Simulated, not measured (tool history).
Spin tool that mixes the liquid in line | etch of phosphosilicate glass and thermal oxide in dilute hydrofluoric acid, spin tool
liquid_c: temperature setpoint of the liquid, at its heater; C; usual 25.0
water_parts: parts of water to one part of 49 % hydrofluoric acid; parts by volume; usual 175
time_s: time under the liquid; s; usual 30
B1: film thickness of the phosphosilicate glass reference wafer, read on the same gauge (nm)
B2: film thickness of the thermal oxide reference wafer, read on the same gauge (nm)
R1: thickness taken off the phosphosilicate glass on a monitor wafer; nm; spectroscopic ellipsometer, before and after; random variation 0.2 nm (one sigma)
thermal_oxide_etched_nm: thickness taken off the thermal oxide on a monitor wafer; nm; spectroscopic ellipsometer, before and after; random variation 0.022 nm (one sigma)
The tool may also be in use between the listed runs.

Run 1, day 0.000: usual settings but time_s 40 s; B1 30.00; B2 139.998. Result: R1 28.51 nm, thermal_oxide_etched_nm 0.899 nm.
Run 2, day 1.358: usual settings but time_s 35 s; B1 29.98; B2 139.991. Result: R1 24.82 nm, thermal_oxide_etched_nm 0.731 nm.
Run 3, day 2.171: usual settings; B1 30.00; B2 139.986. Result: R1 21.13 nm, thermal_oxide_etched_nm 0.675 nm.
Run 4, day 2.842: usual settings; B1 30.03; B2 139.983. Result: R1 21.15 nm, thermal_oxide_etched_nm 0.665 nm.
Run 5, day 3.512: usual settings but liquid_c 23.0 C; B1 29.96; B2 139.998. Result: R1 20.00 nm, thermal_oxide_etched_nm 0.626 nm.
At day 3.575: thermometer replaced.
Run 6, day 4.217: usual settings but liquid_c 23.0 C; B1 29.96; B2 140.014. Result: R1 18.88 nm, thermal_oxide_etched_nm 0.622 nm.
Run 7, day 5.517: usual settings but water_parts 95 parts by volume; B1 30.03; B2 139.980. Result: R1 40.91 nm, thermal_oxide_etched_nm 1.231 nm.
Run 8, day 6.500: usual settings but time_s 45 s; B1 30.01; B2 139.952. Result: R1 31.21 nm, thermal_oxide_etched_nm 0.997 nm.
Run 9, day 7.362: usual settings but liquid_c 28.0 C, water_parts 95 parts by volume; B1 30.02; B2 140.021. Result: R1 45.56 nm, thermal_oxide_etched_nm 1.457 nm.
Run 10, day 8.575: usual settings; B1 29.96; B2 139.967. Result: R1 20.29 nm, thermal_oxide_etched_nm 0.667 nm.
Run 11, day 9.229: usual settings but water_parts 95 parts by volume; B1 30.03; B2 139.958. Result: R1 41.18 nm, thermal_oxide_etched_nm 1.309 nm.
At day 11.317: thermometer replaced, repeated, since the last time left the tool worse.
At day 12.321: gauge calibrated.
Run 12, day 13.262: usual settings but liquid_c 29.0 C, water_parts 250 parts by volume, time_s 15 s; B1 30.05; B2 139.975. Result: R1 8.44 nm, thermal_oxide_etched_nm 0.263 nm.
Run 13, day 13.846: usual settings but liquid_c 23.0 C, water_parts 260 parts by volume; B1 29.97; B2 139.964. Result: R1 13.16 nm, thermal_oxide_etched_nm 0.423 nm.
Run 14, day 15.262: usual settings; B1 29.99; B2 140.008. Result: R1 22.98 nm, thermal_oxide_etched_nm 0.725 nm.
Run 15, day 16.042: usual settings; B1 30.03; B2 139.977. Result: R1 22.66 nm, thermal_oxide_etched_nm 0.697 nm.
Run 16, day 16.646: usual settings but liquid_c 27.0 C, water_parts 90 parts by volume, time_s 40 s; B1 29.98; B2 139.988. Result: R1 70.10 nm, thermal_oxide_etched_nm 2.286 nm.
At day 17.150: hydrofluoric acid flow meter replaced.
Run 17, day 17.804: usual settings; B1 29.97; B2 140.007. Result: R1 22.83 nm, thermal_oxide_etched_nm 0.683 nm.
Run 18, day 18.575: usual settings; B1 29.98; B2 139.983. Result: R1 22.60 nm, thermal_oxide_etched_nm 0.692 nm.
Run 19, day 19.942: usual settings but liquid_c 30.0 C; B1 29.94; B2 139.994. Result: R1 27.08 nm, thermal_oxide_etched_nm 0.871 nm.
Run 20, day 21.288: usual settings but liquid_c 29.0 C; B1 30.06; B2 139.971. Result: R1 26.40 nm, thermal_oxide_etched_nm 0.806 nm.
Run 21, day 22.729: usual settings but liquid_c 29.0 C, water_parts 130 parts by volume, time_s 40 s; B1 30.00; B2 139.970. Result: R1 49.32 nm, thermal_oxide_etched_nm 1.489 nm.
Run 22, day 23.483: usual settings; B1 30.04; B2 140.012. Result: R1 22.67 nm, thermal_oxide_etched_nm 0.703 nm.
Run 23, day 24.050: usual settings; B1 30.04; B2 140.001. Result: R1 22.30 nm, thermal_oxide_etched_nm 0.710 nm.
Run 24, day 26.433: usual settings but liquid_c 23.5 C, time_s 50 s; B1 29.98; B2 139.983. Result: R1 35.98 nm, thermal_oxide_etched_nm 1.154 nm.
Run 25, day 27.533: usual settings but liquid_c 23.0 C, water_parts 260 parts by volume, time_s 45 s; B1 30.00; B2 140.024. Result: R1 19.19 nm, thermal_oxide_etched_nm 0.616 nm.

Forecast each of these 4 alternatives for the next run:
Run A, day 27.550: usual settings but liquid_c 28.5 C; B1 ?; B2 ?. Result: R1 ?, thermal_oxide_etched_nm ?.
Run B, day 27.550: usual settings but liquid_c 28.5 C, water_parts 145 parts by volume, time_s 25 s; B1 ?; B2 ?. Result: R1 ?, thermal_oxide_etched_nm ?.
Run C, day 27.550: usual settings but water_parts 135 parts by volume; B1 ?; B2 ?. Result: R1 ?, thermal_oxide_etched_nm ?.
Run D, day 27.550: usual settings but liquid_c 28.0 C, water_parts 215 parts by volume; B1 ?; B2 ?. Result: R1 ?, thermal_oxide_etched_nm ?.

run     B1       B2     R1  thermal_oxide_etched_nm
  A  30.02  139.992  25.34                    0.766
  B  30.02  139.992  26.44                    0.800
  C  30.02  139.992  30.24                    0.914
  D  30.02  139.992  19.33                    0.585
Without the tool's hidden state the same runs would have given:
run     R1  thermal_oxide_etched_nm
  A  25.86                    0.782
  B  27.00                    0.817
  C  30.91                    0.935
  D  19.72                    0.596
